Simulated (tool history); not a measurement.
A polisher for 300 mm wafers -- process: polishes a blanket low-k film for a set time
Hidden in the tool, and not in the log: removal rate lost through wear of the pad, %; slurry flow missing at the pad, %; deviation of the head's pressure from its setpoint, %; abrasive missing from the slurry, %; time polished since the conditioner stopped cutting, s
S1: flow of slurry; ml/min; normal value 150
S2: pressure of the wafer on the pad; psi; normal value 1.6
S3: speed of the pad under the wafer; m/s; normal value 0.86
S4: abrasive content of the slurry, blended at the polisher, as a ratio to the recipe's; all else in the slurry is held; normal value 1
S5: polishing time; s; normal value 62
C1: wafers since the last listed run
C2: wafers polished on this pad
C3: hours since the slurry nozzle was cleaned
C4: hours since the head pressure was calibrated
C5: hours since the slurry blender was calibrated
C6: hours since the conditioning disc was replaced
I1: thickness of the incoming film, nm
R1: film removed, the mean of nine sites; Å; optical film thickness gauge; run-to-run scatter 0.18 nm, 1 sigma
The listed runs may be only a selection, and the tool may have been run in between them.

run	hour	S1	S2	S3	S4	S5	C1	C2	C3	C4	C5	C6	I1	R1
1	0	150	1.6	0.86	1	62	0	942	461.7	407	4.3	238.1	609.9	149
# hour 30.7: worn pad replaced by a new one
2	32.7	150	1.6	0.86	1	62	364	25	494.4	439.7	37	270.8	614.3	148
3	47.8	150	1.6	0.86	1	62	191	217	509.5	454.8	52.1	285.9	608.9	149
4	70.1	150	1.6	0.86	1	62	283	500	531.8	477.1	74.4	308.2	619.3	147
5	85.2	150	1.6	0.86	1	62	191	692	546.9	492.2	89.5	323.3	609.9	148
6	113.6	150	1.6	0.86	1	62	360	1052	575.3	520.6	117.9	351.7	611.9	148
# hour 134.5: worn pad replaced by a new one
7	137.1	150	1.6	0.86	1	62	247	33	598.8	544.1	141.4	375.2	610.6	148
8	154	150	1.6	0.86	1	62	214	248	615.7	561	158.3	392.1	609.4	151
9	188.1	150	1.6	0.86	1	62	432	681	649.8	595.1	192.4	426.2	615.3	148
# hour 200.7: conditioning disc replaced and pad reconditioned
# hour 214.5: slurry nozzle cleaned
10	222.7	150	1.6	0.86	1	62	401	1082	8.2	629.7	227	22	611.1	159
# hour 230.4: slurry blender recalibrated
# hour 236: worn pad replaced by a new one
11	246.7	150	1.6	0.86	1	62	228	135	32.2	653.7	16.3	46	611	160
# hour 266.8: head pressure recalibrated
12	277.5	150	1.6	0.72	1	62	365	501	63	10.7	47.1	76.8	610.5	135
13	304.4	150	1.6	0.86	1	62	341	842	89.9	37.6	74	103.7	610.5	157
14	334.5	150	1.6	0.86	1	62	382	1225	120	67.7	104.1	133.8	613	156
# hour 354.5: worn pad replaced by a new one
15	358.6	150	1.6	0.86	1	62	255	52	144.1	91.8	128.2	157.9	612.7	153
16	386.9	150	1.6	1.12	1	62	359	411	172.4	120.1	156.5	186.2	618.3	187
17	400.7	150	1.6	0.86	1	62	175	586	186.2	133.9	170.3	200	603.6	152
18	429.6	190	1.2	0.86	1	77	366	953	215.1	162.8	199.2	228.9	606.3	149
19	454.4	150	1.6	0.86	1.15	71	314	1268	239.9	187.6	224	253.7	603.8	184
# hour 469.7: slurry blender recalibrated
# hour 472.6: worn pad replaced by a new one
20	473	170	1.6	0.66	1.25	52	173	4	258.5	206.2	3.3	272.3	602.2	119
21	491.9	150	1.6	0.86	1	62	239	244	277.4	225.1	22.2	291.2	618.7	149
22	511.1	150	1.4	1.12	0.8	62	243	488	296.6	244.3	41.4	310.4	600.9	144
23	532.9	150	1.6	0.86	1	84	276	765	318.4	266.1	63.2	332.2	610.4	202
24	551.5	150	1.1	0.66	1	55	236	1001	337	284.7	81.8	350.8	619.8	76

Across each entry between runs, compare the hidden state at the last listed run before it with the hidden state at the first listed run after it:
Logged between run 1 and run 2: worn pad replaced by a new one (hour 30.7)
  time polished since the conditioner stopped cutting, s: 332 -> 347
  what was measured, less what the result would be without the hidden state, R1: -14 -> -15 Å
Logged between run 6 and run 7: worn pad replaced by a new one (hour 134.5)
  time polished since the conditioner stopped cutting, s: 372 -> 377
  what was measured, less what the result would be without the hidden state, R1: -16 -> -16 Å
Logged between run 9 and run 10: conditioning disc replaced and pad reconditioned (hour 200.7); slurry nozzle cleaned (hour 214.5)
  time polished since the conditioner stopped cutting, s: 385 -> 56.9
  what was measured, less what the result would be without the hidden state, R1: -16 -> -3 Å
Logged between run 10 and run 11: slurry blender recalibrated (hour 230.4); worn pad replaced by a new one (hour 236)
  time polished since the conditioner stopped cutting, s: 56.9 -> 106
  what was measured, less what the result would be without the hidden state, R1: -3 -> -4 Å
Logged between run 11 and run 12: head pressure recalibrated (hour 266.8)
  time polished since the conditioner stopped cutting, s: 106 -> 159
  what was measured, less what the result would be without the hidden state, R1: -4 -> -5 Å
Logged between run 14 and run 15: worn pad replaced by a new one (hour 354.5)
  time polished since the conditioner stopped cutting, s: 231 -> 254
  what was measured, less what the result would be without the hidden state, R1: -11 -> -12 Å
Logged between run 19 and run 20: slurry blender recalibrated (hour 469.7); worn pad replaced by a new one (hour 472.6)
  time polished since the conditioner stopped cutting, s: 315 -> 323
  what was measured, less what the result would be without the hidden state, R1: -17 -> -9 Å
